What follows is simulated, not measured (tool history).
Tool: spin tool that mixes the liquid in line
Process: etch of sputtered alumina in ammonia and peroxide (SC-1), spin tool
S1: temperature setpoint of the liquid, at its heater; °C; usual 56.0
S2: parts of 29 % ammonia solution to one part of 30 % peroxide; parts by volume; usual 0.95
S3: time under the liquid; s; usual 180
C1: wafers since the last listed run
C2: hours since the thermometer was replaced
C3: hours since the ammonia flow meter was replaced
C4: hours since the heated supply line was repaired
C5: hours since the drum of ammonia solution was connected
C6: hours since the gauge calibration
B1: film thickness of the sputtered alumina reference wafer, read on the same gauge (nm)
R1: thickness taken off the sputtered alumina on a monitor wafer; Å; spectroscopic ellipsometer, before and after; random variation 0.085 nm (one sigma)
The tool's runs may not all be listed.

run 1 hour=0.0 | S1=51.5 S2=1.20 S3=180 | C1=0 C2=843.3 C3=975.5 C4=2568.3 C5=304.2 C6=108.3 | B1=110.01 | R1=95.5
run 2 hour=13.3 | S1=56.0 S2=0.95 S3=180 | C1=65 C2=856.6 C3=988.8 C4=2581.6 C5=317.5 C6=121.6 | B1=110.00 | R1=119.6
run 3 hour=24.7 | S1=56.0 S2=0.95 S3=180 | C1=55 C2=868.0 C3=1000.2 C4=2593.0 C5=328.9 C6=133.0 | B1=109.98 | R1=119.8
-- hour=25.6 gauge calibrated
run 4 hour=37.0 | S1=56.0 S2=1.05 S3=180 | C1=60 C2=880.3 C3=1012.5 C4=2605.3 C5=341.2 C6=11.4 | B1=110.01 | R1=120.0
run 5 hour=54.2 | S1=56.0 S2=1.05 S3=180 | C1=84 C2=897.5 C3=1029.7 C4=2622.5 C5=358.4 C6=28.6 | B1=110.01 | R1=119.8
run 6 hour=61.4 | S1=56.0 S2=0.95 S3=180 | C1=35 C2=904.7 C3=1036.9 C4=2629.7 C5=365.6 C6=35.8 | B1=109.94 | R1=117.9
run 7 hour=68.2 | S1=56.0 S2=0.95 S3=180 | C1=33 C2=911.5 C3=1043.7 C4=2636.5 C5=372.4 C6=42.6 | B1=110.04 | R1=119.7
run 8 hour=78.2 | S1=56.0 S2=0.95 S3=180 | C1=48 C2=921.5 C3=1053.7 C4=2646.5 C5=382.4 C6=52.6 | B1=110.01 | R1=118.6
-- hour=93.6 thermometer replaced
run 9 hour=94.3 | S1=56.0 S2=0.95 S3=180 | C1=73 C2=0.7 C3=1069.8 C4=2662.6 C5=398.5 C6=68.7 | B1=110.03 | R1=136.9
run 10 hour=110.4 | S1=56.0 S2=0.95 S3=180 | C1=78 C2=16.8 C3=1085.9 C4=2678.7 C5=414.6 C6=84.8 | B1=109.97 | R1=136.4
-- hour=120.5 heated supply line repaired
run 11 hour=123.5 | S1=48.0 S2=0.55 S3=255 | C1=59 C2=29.9 C3=1099.0 C4=3.0 C5=427.7 C6=97.9 | B1=110.04 | R1=118.4
run 12 hour=132.0 | S1=49.0 S2=0.95 S3=100 | C1=41 C2=38.4 C3=1107.5 C4=11.5 C5=436.2 C6=106.4 | B1=109.95 | R1=51.2
run 13 hour=152.2 | S1=56.0 S2=1.20 S3=95 | C1=98 C2=58.6 C3=1127.7 C4=31.7 C5=456.4 C6=126.6 | B1=110.00 | R1=73.5
-- hour=157.7 ammonia flow meter replaced
-- hour=157.7 new drum of ammonia solution connected
-- hour=164.7 gauge calibrated
run 14 hour=169.0 | S1=50.5 S2=0.75 S3=105 | C1=77 C2=75.4 C3=11.3 C4=48.5 C5=11.3 C6=4.3 | B1=110.02 | R1=57.8
run 15 hour=178.9 | S1=52.0 S2=0.75 S3=220 | C1=48 C2=85.3 C3=21.2 C4=58.4 C5=21.2 C6=14.2 | B1=109.95 | R1=131.8
run 16 hour=188.6 | S1=48.0 S2=0.95 S3=180 | C1=47 C2=95.0 C3=30.9 C4=68.1 C5=30.9 C6=23.9 | B1=110.00 | R1=88.3
run 17 hour=197.9 | S1=51.5 S2=1.20 S3=180 | C1=45 C2=104.3 C3=40.2 C4=77.4 C5=40.2 C6=33.2 | B1=110.01 | R1=109.9
run 18 hour=211.9 | S1=50.5 S2=0.55 S3=120 | C1=68 C2=118.3 C3=54.2 C4=91.4 C5=54.2 C6=47.2 | B1=110.03 | R1=63.1

How the hidden state differs across the entries between the runs, from the last listed run before each to the first after it:
Between runs 3 and 4: gauge calibrated (hour 25.6)
  liquid colder than its thermometer reads (K): 2.77 -> 2.8
  measured less the result without the state, R1: -19.0 -> -19.3 Å
Between runs 8 and 9: thermometer replaced (hour 93.6)
  liquid colder than its thermometer reads (K): 2.92 -> 0.176
  measured less the result without the state, R1: -20.0 -> -1.3 Å
Between runs 10 and 11: heated supply line repaired (hour 120.5)
  liquid colder than its thermometer reads (K): 0.224 -> 0.262
  measured less the result without the state, R1: -1.6 -> -1.7 Å
Between runs 13 and 14: ammonia flow meter replaced (hour 157.7); new drum of ammonia solution connected (hour 157.7); gauge calibrated (hour 164.7)
  liquid colder than its thermometer reads (K): 0.347 -> 0.397
  measured less the result without the state, R1: -1.3 -> -1.3 Å
